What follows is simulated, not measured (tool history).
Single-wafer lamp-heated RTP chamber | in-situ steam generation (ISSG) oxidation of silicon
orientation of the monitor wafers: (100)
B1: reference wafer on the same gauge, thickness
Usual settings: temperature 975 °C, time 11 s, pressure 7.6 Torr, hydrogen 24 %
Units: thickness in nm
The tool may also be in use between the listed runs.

{"run": 1, "hour": 0.0, "temperature": 975, "time": 11, "pressure": 7.6, "hydrogen": 24, "B1": 4.208, "thickness": 3.938}
{"run": 2, "hour": 5.2, "temperature": 984, "time": 11, "pressure": 7.6, "hydrogen": 24, "B1": 4.211, "thickness": 4.053}
{"run": 3, "hour": 12.9, "temperature": 984, "time": 11, "pressure": 7.6, "hydrogen": 24, "B1": 4.211, "thickness": 4.044}
{"run": 4, "hour": 24.8, "temperature": 975, "time": 11, "pressure": 7.6, "hydrogen": 24, "B1": 4.207, "thickness": 3.939}
{"run": 5, "hour": 36.3, "temperature": 975, "time": 11, "pressure": 7.6, "hydrogen": 24, "B1": 4.211, "thickness": 3.944}
{"run": 6, "hour": 44.5, "temperature": 975, "time": 11, "pressure": 7.6, "hydrogen": 24, "B1": 4.208, "thickness": 3.934}
{"run": 7, "hour": 54.4, "temperature": 975, "time": 11, "pressure": 7.6, "hydrogen": 24, "B1": 4.208, "thickness": 3.955}
{"run": 8, "hour": 69.6, "temperature": 987, "time": 12, "pressure": 6.9, "hydrogen": 28, "B1": 4.21, "thickness": 4.406}
{"run": 9, "hour": 80.9, "temperature": 975, "time": 11, "pressure": 7.6, "hydrogen": 29, "B1": 4.213, "thickness": 4.16}
{"run": 10, "hour": 93.7, "temperature": 975, "time": 11, "pressure": 7.6, "hydrogen": 24, "B1": 4.207, "thickness": 3.93}
{"hour": 112.0, "done": "pyrometer window cleaned and pyrometer calibrated"}
{"run": 11, "hour": 112.5, "temperature": 975, "time": 11, "pressure": 7.6, "hydrogen": 24, "B1": 4.209, "thickness": 3.946}
{"run": 12, "hour": 120.9, "temperature": 975, "time": 11, "pressure": 8.5, "hydrogen": 24, "B1": 4.205, "thickness": 3.92}
{"run": 13, "hour": 130.9, "temperature": 975, "time": 11, "pressure": 7.6, "hydrogen": 24, "B1": 4.208, "thickness": 3.932}
{"run": 14, "hour": 141.9, "temperature": 975, "time": 9, "pressure": 7.6, "hydrogen": 28, "B1": 4.205, "thickness": 3.809}
{"run": 15, "hour": 163.4, "temperature": 975, "time": 11, "pressure": 7.6, "hydrogen": 24, "B1": 4.21, "thickness": 3.952}
{"hour": 166.3, "done": "gauge calibrated"}
{"run": 16, "hour": 171.4, "temperature": 986, "time": 11, "pressure": 7.6, "hydrogen": 24, "B1": 4.212, "thickness": 4.079}
{"run": 17, "hour": 184.8, "temperature": 959, "time": 11, "pressure": 7.6, "hydrogen": 24, "B1": 4.211, "thickness": 3.775}
{"run": 18, "hour": 198.1, "temperature": 975, "time": 7, "pressure": 7.6, "hydrogen": 24, "B1": 4.21, "thickness": 3.317}
{"run": 19, "hour": 210.8, "temperature": 981, "time": 11, "pressure": 7.6, "hydrogen": 24, "B1": 4.207, "thickness": 4.013}
{"run": 20, "hour": 247.1, "temperature": 985, "time": 11, "pressure": 8.4, "hydrogen": 32, "B1": 4.209, "thickness": 4.367}
{"run": 21, "hour": 255.0, "temperature": 975, "time": 11, "pressure": 7.1, "hydrogen": 24, "B1": 4.21, "thickness": 3.926}
{"run": 22, "hour": 270.8, "temperature": 983, "time": 14, "pressure": 8.7, "hydrogen": 28, "B1": 4.215, "thickness": 4.6}
{"run": 23, "hour": 277.3, "temperature": 975, "time": 14, "pressure": 7.1, "hydrogen": 24, "B1": 4.21, "thickness": 4.333}
{"hour": 298.9, "done": "pyrometer window cleaned and pyrometer calibrated"}
{"run": 24, "hour": 299.4, "temperature": 966, "time": 11, "pressure": 7.6, "hydrogen": 19, "B1": 4.21, "thickness": 3.617}
{"run": 25, "hour": 303.7, "temperature": 975, "time": 13, "pressure": 7.6, "hydrogen": 29, "B1": 4.21, "thickness": 4.428}
{"run": 26, "hour": 314.9, "temperature": 993, "time": 11, "pressure": 8.5, "hydrogen": 14, "B1": 4.212, "thickness": 3.631}
{"run": 27, "hour": 331.5, "temperature": 966, "time": 12, "pressure": 6.9, "hydrogen": 30, "B1": 4.212, "thickness": 4.238}
{"run": 28, "hour": 342.4, "temperature": 975, "time": 11, "pressure": 7.6, "hydrogen": 24, "B1": 4.213, "thickness": 3.938}
{"run": 29, "hour": 352.4, "temperature": 989, "time": 11, "pressure": 7.6, "hydrogen": 24, "B1": 4.207, "thickness": 4.096}
{"run": 30, "hour": 366.4, "temperature": 975, "time": 11, "pressure": 8.3, "hydrogen": 24, "B1": 4.208, "thickness": 3.932}

Forecast each of these 5 alternatives for the next run:
{"run": "A", "hour": 366.8, "temperature": 975, "time": 11, "pressure": 8.8, "hydrogen": 24, "B1": "?", "thickness": "?"}
{"run": "B", "hour": 366.8, "temperature": 992, "time": 13, "pressure": 7.6, "hydrogen": 24, "B1": "?", "thickness": "?"}
{"run": "C", "hour": 366.8, "temperature": 975, "time": 11, "pressure": 6.9, "hydrogen": 16, "B1": "?", "thickness": "?"}
{"run": "D", "hour": 366.8, "temperature": 975, "time": 7, "pressure": 6.9, "hydrogen": 29, "B1": "?", "thickness": "?"}
{"run": "E", "hour": 366.8, "temperature": 993, "time": 15, "pressure": 6.9, "hydrogen": 24, "B1": "?", "thickness": "?"}

run=A B1=4.210 thickness=3.888
run=B B1=4.210 thickness=4.414
run=C B1=4.210 thickness=3.507
run=D B1=4.210 thickness=3.489
run=E B1=4.210 thickness=4.689
Without the tool's hidden state the same runs would have given:
run=A thickness=3.888
run=B thickness=4.414
run=C thickness=3.507
run=D thickness=3.489
run=E thickness=4.689

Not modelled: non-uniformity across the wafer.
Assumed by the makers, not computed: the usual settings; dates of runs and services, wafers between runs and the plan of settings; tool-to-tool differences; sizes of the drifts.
